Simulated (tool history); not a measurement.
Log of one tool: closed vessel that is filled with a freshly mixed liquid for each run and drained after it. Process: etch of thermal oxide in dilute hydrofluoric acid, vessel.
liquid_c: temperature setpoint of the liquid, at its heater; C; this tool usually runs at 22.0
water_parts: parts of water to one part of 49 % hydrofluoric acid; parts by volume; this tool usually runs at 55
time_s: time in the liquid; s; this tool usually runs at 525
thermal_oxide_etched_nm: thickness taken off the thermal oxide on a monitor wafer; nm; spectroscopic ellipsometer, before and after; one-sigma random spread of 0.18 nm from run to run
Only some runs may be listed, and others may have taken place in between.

run	hour	liquid_c	water_parts	time_s	read-back film thickness of the thermal oxide reference wafer, read on the same gauge (nm)	thermal_oxide_etched_nm
1	0.0	25.5	55	525	129.98	54.13
2	15.3	24.0	55	435	130.02	41.98
3	24.8	24.0	55	435	129.99	42.15
4	37.2	24.0	55	435	130.02	42.05
5	53.3	22.0	55	525	130.01	46.35
6	104.0	22.0	55	525	129.99	46.65
7	114.6	22.0	55	525	130.01	46.51
8	127.2	22.0	55	525	130.02	46.53
9	133.6	22.0	55	525	130.02	46.88
# hour 139.0: thermometer replaced
10	148.1	22.0	55	525	129.98	50.57
11	155.0	22.0	55	525	130.01	50.78
12	172.1	22.0	55	525	129.95	51.00
13	180.7	22.0	55	525	129.97	51.21
14	196.9	22.0	65	525	130.01	42.53
# hour 197.7: gauge calibrated
15	208.4	22.0	55	525	129.97	51.16
16	220.9	22.0	55	525	130.03	50.94
17	229.5	23.5	55	345	129.99	35.66
# hour 241.8: hydrofluoric acid flow meter replaced
18	244.3	22.0	55	525	130.05	46.17
19	253.5	22.0	55	730	129.98	64.32
20	268.8	22.0	55	525	129.98	45.94
21	278.6	25.5	55	695	130.00	71.22
22	291.4	22.0	35	340	129.99	47.87
23	299.0	19.0	55	525	129.98	40.63
24	309.4	25.5	55	710	129.95	72.14
25	326.9	27.0	55	620	129.97	66.96
26	339.1	24.0	80	370	129.99	23.60
27	351.5	22.0	55	830	130.00	73.35
28	362.2	22.0	75	525	129.96	33.09
29	374.6	22.0	55	525	129.99	46.34
30	383.7	18.5	55	525	130.00	39.55
31	397.4	22.0	35	650	129.98	91.85
32	412.1	18.0	45	725	130.02	66.28
33	422.7	24.5	55	400	130.01	38.91

What if the next run were any one of these 5? Each begins from the tool's condition after run 33:
A	423.5	22.0	55	525	?	?
B	423.5	20.0	80	440	?	?
C	423.5	25.5	55	370	?	?
D	423.5	22.0	55	250	?	?
E	423.5	18.5	25	810	?	?

run	read-back film thickness of the thermal oxide reference wafer, read on the same gauge (nm)	thermal_oxide_etched_nm
A	130.01	46.68
B	130.01	24.03
C	130.01	38.02
D	130.01	22.23
E	130.01	141.18
Without the tool's unlogged condition, the same runs would have read:
run	thermal_oxide_etched_nm
A	46.42
B	23.88
C	37.77
D	22.11
E	140.72

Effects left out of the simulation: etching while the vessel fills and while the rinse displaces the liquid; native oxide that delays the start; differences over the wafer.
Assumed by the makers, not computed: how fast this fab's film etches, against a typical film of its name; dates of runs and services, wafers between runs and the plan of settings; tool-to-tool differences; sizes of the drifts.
